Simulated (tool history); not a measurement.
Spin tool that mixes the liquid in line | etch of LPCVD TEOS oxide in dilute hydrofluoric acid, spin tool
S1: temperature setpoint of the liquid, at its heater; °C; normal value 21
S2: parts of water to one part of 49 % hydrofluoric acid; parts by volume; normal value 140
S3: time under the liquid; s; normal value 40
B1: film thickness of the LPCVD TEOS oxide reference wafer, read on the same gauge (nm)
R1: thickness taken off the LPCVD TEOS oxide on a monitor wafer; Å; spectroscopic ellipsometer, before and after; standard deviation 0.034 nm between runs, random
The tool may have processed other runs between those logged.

{"run": 1, "hour": 0.0, "S1": 21, "S2": 140, "S3": 40, "B1": 70.066, "R1": 41.17}
{"run": 2, "hour": 66.6, "S1": 21, "S2": 140, "S3": 40, "B1": 69.977, "R1": 41.48}
{"run": 3, "hour": 172.9, "S1": 21, "S2": 140, "S3": 40, "B1": 69.975, "R1": 41.39}
{"run": 4, "hour": 440.8, "S1": 21, "S2": 140, "S3": 40, "B1": 70.005, "R1": 40.41}
{"run": 5, "hour": 487.1, "S1": 21, "S2": 140, "S3": 40, "B1": 70.005, "R1": 40.38}
{"run": 6, "hour": 746.5, "S1": 21, "S2": 140, "S3": 40, "B1": 69.998, "R1": 39.48}
{"hour": 765.0, "done": "hydrofluoric acid flow meter replaced"}
{"hour": 788.0, "done": "gauge calibrated"}
{"run": 7, "hour": 796.8, "S1": 21, "S2": 140, "S3": 40, "B1": 69.951, "R1": 40.31}
{"hour": 858.1, "done": "thermometer replaced"}
{"run": 8, "hour": 868.4, "S1": 21, "S2": 90, "S3": 40, "B1": 70.002, "R1": 71.89}
{"run": 9, "hour": 976.2, "S1": 21, "S2": 140, "S3": 40, "B1": 69.981, "R1": 43.4}
{"run": 10, "hour": 1076.3, "S1": 21, "S2": 90, "S3": 40, "B1": 69.991, "R1": 71.49}
{"run": 11, "hour": 1126.4, "S1": 21, "S2": 170, "S3": 60, "B1": 69.993, "R1": 51.4}
{"run": 12, "hour": 1173.4, "S1": 21, "S2": 140, "S3": 55, "B1": 69.989, "R1": 59.02}
{"run": 13, "hour": 1232.4, "S1": 18.5, "S2": 140, "S3": 20, "B1": 70.003, "R1": 19.41}
{"run": 14, "hour": 1315.3, "S1": 23, "S2": 140, "S3": 40, "B1": 69.973, "R1": 46.46}

Branching from run 14: 3 alternative next runs. What would each branch give?
{"run": "A", "hour": 1315.7, "S1": 25.5, "S2": 140, "S3": 40, "B1": "?", "R1": "?"}
{"run": "B", "hour": 1315.7, "S1": 25.5, "S2": 185, "S3": 30, "B1": "?", "R1": "?"}
{"run": "C", "hour": 1315.7, "S1": 21, "S2": 185, "S3": 25, "B1": "?", "R1": "?"}

run=A B1=70.01 R1=50.24
run=B B1=70.01 R1=27.08
run=C B1=70.01 R1=19.03
Had the tool no hidden state, the same runs would have come out as:
run=A R1=51.58
run=B R1=27.78
run=C R1=19.54
